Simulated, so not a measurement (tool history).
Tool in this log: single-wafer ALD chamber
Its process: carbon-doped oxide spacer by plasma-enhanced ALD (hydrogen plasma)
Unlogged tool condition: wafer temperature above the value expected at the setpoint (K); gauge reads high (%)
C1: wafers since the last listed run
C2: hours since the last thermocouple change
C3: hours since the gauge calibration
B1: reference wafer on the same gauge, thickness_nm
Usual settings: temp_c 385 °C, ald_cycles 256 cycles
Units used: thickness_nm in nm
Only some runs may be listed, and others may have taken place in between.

{"run": 1, "day": 0.0, "temp_c": 385, "ald_cycles": 256, "C1": 0, "C2": 1194.8, "C3": 657.4, "B1": 13.144, "thickness_nm": 13.58}
{"run": 2, "day": 0.875, "temp_c": 385, "ald_cycles": 256, "C1": 26, "C2": 1215.8, "C3": 678.4, "B1": 13.144, "thickness_nm": 13.639}
{"day": 1.092, "done": "gauge calibrated"}
{"run": 3, "day": 2.217, "temp_c": 377, "ald_cycles": 256, "C1": 39, "C2": 1248.0, "C3": 27.0, "B1": 12.995, "thickness_nm": 13.489}
{"run": 4, "day": 5.892, "temp_c": 377, "ald_cycles": 256, "C1": 109, "C2": 1336.2, "C3": 115.2, "B1": 13.011, "thickness_nm": 13.455}
{"run": 5, "day": 7.308, "temp_c": 385, "ald_cycles": 217, "C1": 42, "C2": 1370.2, "C3": 149.2, "B1": 13.022, "thickness_nm": 11.423}
{"run": 6, "day": 8.05, "temp_c": 385, "ald_cycles": 217, "C1": 22, "C2": 1388.0, "C3": 167.0, "B1": 13.027, "thickness_nm": 11.46}
{"run": 7, "day": 9.367, "temp_c": 395, "ald_cycles": 216, "C1": 39, "C2": 1419.6, "C3": 198.6, "B1": 13.029, "thickness_nm": 11.427}
{"run": 8, "day": 10.575, "temp_c": 395, "ald_cycles": 216, "C1": 35, "C2": 1448.6, "C3": 227.6, "B1": 13.041, "thickness_nm": 11.431}
{"run": 9, "day": 11.712, "temp_c": 385, "ald_cycles": 238, "C1": 33, "C2": 1475.9, "C3": 254.9, "B1": 13.042, "thickness_nm": 12.556}
{"run": 10, "day": 12.625, "temp_c": 385, "ald_cycles": 218, "C1": 27, "C2": 1497.8, "C3": 276.8, "B1": 13.047, "thickness_nm": 11.554}
{"run": 11, "day": 13.146, "temp_c": 385, "ald_cycles": 218, "C1": 15, "C2": 1510.3, "C3": 289.3, "B1": 13.051, "thickness_nm": 11.524}
{"run": 12, "day": 14.0, "temp_c": 374, "ald_cycles": 256, "C1": 25, "C2": 1530.8, "C3": 309.8, "B1": 13.057, "thickness_nm": 13.528}
{"run": 13, "day": 15.392, "temp_c": 385, "ald_cycles": 256, "C1": 41, "C2": 1564.2, "C3": 343.2, "B1": 13.061, "thickness_nm": 13.546}
{"run": 14, "day": 16.8, "temp_c": 385, "ald_cycles": 221, "C1": 41, "C2": 1598.0, "C3": 377.0, "B1": 13.066, "thickness_nm": 11.716}
{"run": 15, "day": 17.671, "temp_c": 395, "ald_cycles": 256, "C1": 25, "C2": 1618.9, "C3": 397.9, "B1": 13.071, "thickness_nm": 13.589}
{"day": 18.3, "done": "thermocouple changed; heater temperature recalibrated"}
{"run": 16, "day": 19.088, "temp_c": 395, "ald_cycles": 256, "C1": 32, "C2": 18.9, "C3": 431.9, "B1": 13.078, "thickness_nm": 13.573}
{"run": 17, "day": 19.692, "temp_c": 395, "ald_cycles": 256, "C1": 17, "C2": 33.4, "C3": 446.4, "B1": 13.079, "thickness_nm": 13.535}
{"run": 18, "day": 21.15, "temp_c": 385, "ald_cycles": 256, "C1": 43, "C2": 68.4, "C3": 481.4, "B1": 13.085, "thickness_nm": 13.561}
{"run": 19, "day": 21.933, "temp_c": 385, "ald_cycles": 256, "C1": 23, "C2": 87.2, "C3": 500.2, "B1": 13.095, "thickness_nm": 13.585}
{"run": 20, "day": 24.246, "temp_c": 385, "ald_cycles": 256, "C1": 68, "C2": 142.7, "C3": 555.7, "B1": 13.101, "thickness_nm": 13.59}
{"run": 21, "day": 25.3, "temp_c": 385, "ald_cycles": 256, "C1": 31, "C2": 168.0, "C3": 581.0, "B1": 13.104, "thickness_nm": 13.564}
{"run": 22, "day": 26.146, "temp_c": 385, "ald_cycles": 256, "C1": 25, "C2": 188.3, "C3": 601.3, "B1": 13.107, "thickness_nm": 13.618}
{"run": 23, "day": 27.192, "temp_c": 385, "ald_cycles": 240, "C1": 31, "C2": 213.4, "C3": 626.4, "B1": 13.115, "thickness_nm": 12.75}
{"run": 24, "day": 28.538, "temp_c": 373, "ald_cycles": 256, "C1": 40, "C2": 245.7, "C3": 658.7, "B1": 13.125, "thickness_nm": 13.611}
{"run": 25, "day": 29.442, "temp_c": 385, "ald_cycles": 211, "C1": 26, "C2": 267.4, "C3": 680.4, "B1": 13.127, "thickness_nm": 11.229}
{"day": 29.879, "done": "gauge calibrated"}
{"run": 26, "day": 30.517, "temp_c": 373, "ald_cycles": 240, "C1": 31, "C2": 293.2, "C3": 15.3, "B1": 12.98, "thickness_nm": 12.666}
{"run": 27, "day": 31.421, "temp_c": 375, "ald_cycles": 256, "C1": 26, "C2": 314.9, "C3": 37.0, "B1": 12.984, "thickness_nm": 13.432}
{"run": 28, "day": 32.367, "temp_c": 385, "ald_cycles": 256, "C1": 28, "C2": 337.6, "C3": 59.7, "B1": 12.991, "thickness_nm": 13.41}
{"run": 29, "day": 32.958, "temp_c": 385, "ald_cycles": 218, "C1": 17, "C2": 351.8, "C3": 73.9, "B1": 12.99, "thickness_nm": 11.466}
{"run": 30, "day": 34.096, "temp_c": 396, "ald_cycles": 256, "C1": 33, "C2": 379.1, "C3": 101.2, "B1": 12.997, "thickness_nm": 13.479}
{"run": 31, "day": 34.738, "temp_c": 398, "ald_cycles": 206, "C1": 19, "C2": 394.5, "C3": 116.6, "B1": 13.004, "thickness_nm": 10.891}
{"run": 32, "day": 35.833, "temp_c": 371, "ald_cycles": 230, "C1": 32, "C2": 420.8, "C3": 142.9, "B1": 13.008, "thickness_nm": 12.086}
{"run": 33, "day": 36.638, "temp_c": 385, "ald_cycles": 256, "C1": 23, "C2": 440.1, "C3": 162.2, "B1": 13.011, "thickness_nm": 13.478}
{"run": 34, "day": 37.279, "temp_c": 374, "ald_cycles": 294, "C1": 19, "C2": 455.5, "C3": 177.6, "B1": 13.014, "thickness_nm": 15.504}
{"run": 35, "day": 39.196, "temp_c": 399, "ald_cycles": 256, "C1": 57, "C2": 501.5, "C3": 223.6, "B1": 13.019, "thickness_nm": 13.421}
{"run": 36, "day": 40.208, "temp_c": 393, "ald_cycles": 256, "C1": 30, "C2": 525.8, "C3": 247.9, "B1": 13.024, "thickness_nm": 13.504}
{"run": 37, "day": 41.117, "temp_c": 381, "ald_cycles": 208, "C1": 27, "C2": 547.6, "C3": 269.7, "B1": 13.027, "thickness_nm": 10.997}
{"run": 38, "day": 42.342, "temp_c": 371, "ald_cycles": 256, "C1": 36, "C2": 577.0, "C3": 299.1, "B1": 13.036, "thickness_nm": 13.574}

Estimate the outcome of run 39 from the log above:
{"run": 39, "day": 42.862, "temp_c": 385, "ald_cycles": 256, "C1": 15, "C2": 589.5, "C3": 311.6, "B1": "?", "thickness_nm": "?"}

Run 39 gave B1 13.038, thickness_nm 13.582 nm.
Without the tool's hidden state the same run would have given thickness_nm 13.541 nm.

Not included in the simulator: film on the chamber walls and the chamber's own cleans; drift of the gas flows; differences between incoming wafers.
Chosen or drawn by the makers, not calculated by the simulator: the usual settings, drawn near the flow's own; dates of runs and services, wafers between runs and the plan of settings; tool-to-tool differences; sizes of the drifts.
